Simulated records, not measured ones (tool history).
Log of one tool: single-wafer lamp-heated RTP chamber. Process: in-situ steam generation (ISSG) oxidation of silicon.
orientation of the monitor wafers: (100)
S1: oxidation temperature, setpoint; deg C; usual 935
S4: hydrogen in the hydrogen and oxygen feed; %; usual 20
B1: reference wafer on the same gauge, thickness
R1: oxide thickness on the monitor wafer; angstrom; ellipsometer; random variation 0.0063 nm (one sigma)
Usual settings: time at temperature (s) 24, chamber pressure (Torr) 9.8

run 1 day=0 | S1=935 time_at_temperature_(s)=24 chamber_pressure_(Torr)=9.8 S4=20 | B1=4.55 | R1=42.24
run 2 day=0.733 | S1=948 time_at_temperature_(s)=24 chamber_pressure_(Torr)=9.8 S4=20 | B1=4.55 | R1=43.92
run 3 day=2.942 | S1=935 time_at_temperature_(s)=24 chamber_pressure_(Torr)=10.2 S4=20 | B1=4.55 | R1=42.11
run 4 day=3.575 | S1=951 time_at_temperature_(s)=24 chamber_pressure_(Torr)=9.8 S4=20 | B1=4.55 | R1=44.55
run 5 day=4.229 | S1=951 time_at_temperature_(s)=24 chamber_pressure_(Torr)=9.8 S4=20 | B1=4.551 | R1=44.58
run 6 day=4.946 | S1=935 time_at_temperature_(s)=24 chamber_pressure_(Torr)=9.8 S4=20 | B1=4.55 | R1=42.48
run 7 day=5.683 | S1=935 time_at_temperature_(s)=24 chamber_pressure_(Torr)=9.8 S4=20 | B1=4.551 | R1=42.54
run 8 day=6.317 | S1=935 time_at_temperature_(s)=24 chamber_pressure_(Torr)=9.8 S4=20 | B1=4.551 | R1=42.63
run 9 day=7.042 | S1=935 time_at_temperature_(s)=24 chamber_pressure_(Torr)=9.8 S4=20 | B1=4.551 | R1=42.69
run 10 day=7.771 | S1=935 time_at_temperature_(s)=28 chamber_pressure_(Torr)=9.8 S4=20 | B1=4.551 | R1=45.46
run 11 day=8.304 | S1=949 time_at_temperature_(s)=34 chamber_pressure_(Torr)=8.4 S4=27 | B1=4.548 | R1=56.79
run 12 day=8.671 | S1=935 time_at_temperature_(s)=33 chamber_pressure_(Torr)=10.2 S4=15 | B1=4.55 | R1=46.14
run 13 day=10.054 | S1=928 time_at_temperature_(s)=24 chamber_pressure_(Torr)=9.8 S4=20 | B1=4.553 | R1=41
run 14 day=10.517 | S1=920 time_at_temperature_(s)=24 chamber_pressure_(Torr)=9.8 S4=20 | B1=4.551 | R1=40.23
run 15 day=11.15 | S1=935 time_at_temperature_(s)=30 chamber_pressure_(Torr)=9.8 S4=27 | B1=4.548 | R1=48.97
run 16 day=11.446 | S1=935 time_at_temperature_(s)=24 chamber_pressure_(Torr)=9.8 S4=20 | B1=4.548 | R1=42
run 17 day=11.842 | S1=935 time_at_temperature_(s)=28 chamber_pressure_(Torr)=9.8 S4=20 | B1=4.551 | R1=44.8
run 18 day=12.55 | S1=930 time_at_temperature_(s)=31 chamber_pressure_(Torr)=9.8 S4=20 | B1=4.549 | R1=46.18

Taken out of this log: 4 entries between the listed runs. Where each belongs, and how the hidden state differs across it:
Between runs 5 and 6: hydrogen flow controller replaced (day 4.896)
  true wafer temperature minus pyrometer reading, K: 4.94 -> 5.29
  measured less the result without the state, R1: +0.71 -> +0.67 angstrom
Between runs 6 and 7: gauge calibrated (day 4.971); pressure gauge zeroed (day 5.338)
  true wafer temperature minus pyrometer reading, K: 5.29 -> 5.67
  measured less the result without the state, R1: +0.67 -> +0.71 angstrom
Between runs 12 and 13: pyrometer window cleaned and pyrometer calibrated (day 10.033)
  true wafer temperature minus pyrometer reading, K: 7.35 -> 1.56
  measured less the result without the state, R1: +1.09 -> +0.18 angstrom
